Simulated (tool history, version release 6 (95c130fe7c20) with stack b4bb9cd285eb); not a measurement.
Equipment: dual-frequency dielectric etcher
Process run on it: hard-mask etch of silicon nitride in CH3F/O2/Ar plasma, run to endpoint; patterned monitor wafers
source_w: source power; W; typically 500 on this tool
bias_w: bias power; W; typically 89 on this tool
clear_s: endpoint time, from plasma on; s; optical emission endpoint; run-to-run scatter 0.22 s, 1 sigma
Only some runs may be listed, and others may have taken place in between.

run	hour	source_w	bias_w	incoming incoming film thickness, nm	clear_s
1	0	500	74	39.26	51.8
2	13.8	500	74	39.04	51.8
3	29.2	500	74	39.25	51.5
4	45.5	440	89	39.69	51.4
5	58.5	440	89	39.28	51.5
6	82	440	89	38.9	50.1
7	97.7	500	89	38.9	46.6
8	105	500	89	38.81	46.3
9	120.1	500	89	39.34	46.8
10	131.6	500	89	39.31	47
# hour 142.7: source power generator calibrated
# hour 151.5: bias power generator calibrated
# hour 158.8: wet clean of the chamber
11	159.3	400	89	39.54	53.5
12	164.3	500	89	38.93	45.3
13	176.7	500	89	39.46	46.1
14	192.6	440	79	39.29	52.4
# hour 221.1: wet clean of the chamber, repeated, since the last time left the tool worse
# hour 223.8: upper electrode replaced
15	224.3	500	89	38.81	47.7
16	225.2	560	108	39.28	41.5

Forecast run 17:
17	251.1	380	82	38.89	?

{"run 17": {"clear_s": 59.4}}
Had the tool carried no hidden state, the very same run would have given clear_s 59.9 s.
